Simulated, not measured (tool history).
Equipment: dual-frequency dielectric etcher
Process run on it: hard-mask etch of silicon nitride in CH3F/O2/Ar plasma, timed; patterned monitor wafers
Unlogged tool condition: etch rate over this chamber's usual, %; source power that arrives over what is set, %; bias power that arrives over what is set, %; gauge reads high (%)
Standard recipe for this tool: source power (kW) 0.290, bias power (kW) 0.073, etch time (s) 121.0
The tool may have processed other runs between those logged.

run,hour,source power (kW),bias power (kW),etch time (s),wafers since the last listed run,hours since the last wet clean,hours since the last source power generator calibration,hours since the last bias power generator calibration,hours since the last upper electrode change,hours since the gauge calibration,"read-back reference wafer on the same gauge, depth_nm",mean etch depth across the wafer (Å)
1,0.0,0.290,0.073,121.0,0,304.3,1429.4,4157.9,1748.9,1970.3,58.9,699
2,48.7,0.330,0.073,96.0,568,353.0,1478.1,4206.6,1797.6,2019.0,58.9,577
3,134.1,0.330,0.073,96.0,997,438.4,1563.5,4292.0,1883.0,2104.4,58.9,576
# hour 212.9: wet clean of the chamber
4,213.4,0.250,0.073,121.0,645,0.5,1642.8,4371.3,1962.3,2183.7,58.9,646
5,396.1,0.250,0.073,121.0,2133,183.2,1825.5,4554.0,2145.0,2366.4,58.9,637
6,448.6,0.250,0.073,121.0,613,235.7,1878.0,4606.5,2197.5,2418.9,58.9,636
7,510.6,0.290,0.060,112.0,723,297.7,1940.0,4668.5,2259.5,2480.9,58.9,559
# hour 578.0: wet clean of the chamber, repeated, since the last time left the tool worse
8,617.1,0.290,0.073,121.0,963,39.1,2046.5,4775.0,2366.0,2587.4,58.8,715
# hour 662.8: source power generator calibrated
9,667.9,0.290,0.073,121.0,546,89.9,5.1,4825.8,2416.8,2638.2,58.9,710
# hour 700.5: bias power generator calibrated
10,705.1,0.290,0.073,121.0,387,127.1,42.3,4.6,2454.0,2675.4,59.0,710
# hour 744.3: gauge calibrated
11,756.8,0.290,0.073,121.0,603,178.8,94.0,56.3,2505.7,12.5,58.9,715
# hour 781.8: upper electrode replaced
12,830.8,0.290,0.073,121.0,583,252.8,168.0,130.3,49.0,86.5,58.8,702
13,907.4,0.290,0.073,121.0,894,329.4,244.6,206.9,125.6,163.1,58.9,704
14,953.7,0.270,0.073,121.0,540,375.7,290.9,253.2,171.9,209.4,58.8,675
# hour 1053.5: wet clean of the chamber
15,1056.7,0.290,0.073,121.0,922,3.2,393.9,356.2,274.9,312.4,58.8,707
16,1157.6,0.290,0.084,135.5,1178,104.1,494.8,457.1,375.8,413.3,58.9,842
17,1236.8,0.240,0.073,146.5,924,183.3,574.0,536.3,455.0,492.5,58.9,806
18,1344.8,0.260,0.066,121.0,1261,291.3,682.0,644.3,563.0,600.5,59.0,641
19,1416.6,0.320,0.090,154.0,838,363.1,753.8,716.1,634.8,672.3,58.9,1014
20,1458.2,0.290,0.073,121.0,485,404.7,795.4,757.7,676.4,713.9,58.9,700
21,1499.9,0.230,0.082,121.0,486,446.4,837.1,799.4,718.1,755.6,58.9,678

What will run 22 give?
22,1551.1,0.340,0.088,141.5,597,497.6,888.3,850.6,769.3,806.8,?,?

read-back reference wafer on the same gauge, depth_nm: 58.8
mean etch depth across the wafer (Å): 924
Had the tool carried no hidden state, the very same run would have given mean etch depth across the wafer (Å) 946.
